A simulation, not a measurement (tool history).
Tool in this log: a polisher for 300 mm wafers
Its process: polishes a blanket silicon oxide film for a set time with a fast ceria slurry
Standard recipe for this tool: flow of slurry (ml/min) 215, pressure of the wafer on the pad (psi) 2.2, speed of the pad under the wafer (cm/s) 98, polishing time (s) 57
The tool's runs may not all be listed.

run	hour	flow of slurry (ml/min)	pressure of the wafer on the pad (psi)	speed of the pad under the wafer (cm/s)	polishing time (s)	wafers since the last listed run	wafers polished on this pad	hours since the slurry nozzle was cleaned	hours since the head pressure was calibrated	incoming thickness of the incoming film, nm	film removed (angstrom)
1	0.0	215	2.0	84	57	0	2373	452.8	571.2	1955.1	4800
# hour 59.3: worn pad replaced by a new one
2	62.4	215	2.0	84	57	646	34	515.2	633.6	1904.3	5359
3	169.7	215	2.0	84	57	1188	1223	622.5	740.9	1944.1	5201
4	215.5	215	2.2	98	57	507	1730	668.3	786.7	1945.0	6316
# hour 227.3: slurry nozzle cleaned
5	293.3	215	2.2	98	57	850	2581	66.0	864.5	1899.9	5893
# hour 309.0: worn pad replaced by a new one
6	396.0	215	2.0	98	41	1093	963	168.7	967.2	1925.5	4052
7	495.6	215	2.2	98	57	1103	2066	268.3	1066.8	1945.8	5863
# hour 545.7: worn pad replaced by a new one
# hour 549.4: head pressure recalibrated
8	552.4	215	2.2	98	57	562	52	325.1	3.0	1896.6	7331
9	640.9	215	2.2	78	57	980	1032	413.6	91.5	1945.7	6003
10	708.4	215	1.6	118	48	747	1780	481.1	159.0	1911.5	4886
# hour 788.2: worn pad replaced by a new one
11	799.3	150	2.2	128	51	962	123	572.0	249.9	1960.2	7573
12	882.5	195	2.2	98	44	921	1044	655.2	333.1	1901.9	5378
13	980.8	215	2.2	98	57	1088	2133	753.5	431.4	1924.7	6618
# hour 985.1: slurry nozzle cleaned
# hour 1020.2: worn pad replaced by a new one
14	1064.6	215	2.2	98	57	872	492	79.5	515.2	1932.4	6889
15	1125.4	195	2.2	88	46	673	1165	140.3	576.0	1948.8	4966
16	1208.6	215	1.6	98	57	921	2087	223.5	659.2	1909.0	4691
17	1275.1	235	2.2	128	57	736	2823	290.0	725.7	1907.2	7564

Consider 3 possible next runs. They are alternatives, not a sequence: every one starts from the tool as it was left by run 17. What does each give?
A	1275.5	215	2.2	98	57	4	2828	290.4	726.1	1892.5	?
B	1275.5	215	1.7	98	46	4	2828	290.4	726.1	1892.5	?
C	1275.5	215	1.7	98	57	4	2828	290.4	726.1	1892.5	?

run	film removed (angstrom)
A	6026
B	3758
C	4656
Without the tool's hidden state the same runs would have given:
run	film removed (angstrom)
A	7130
B	4446
C	5510
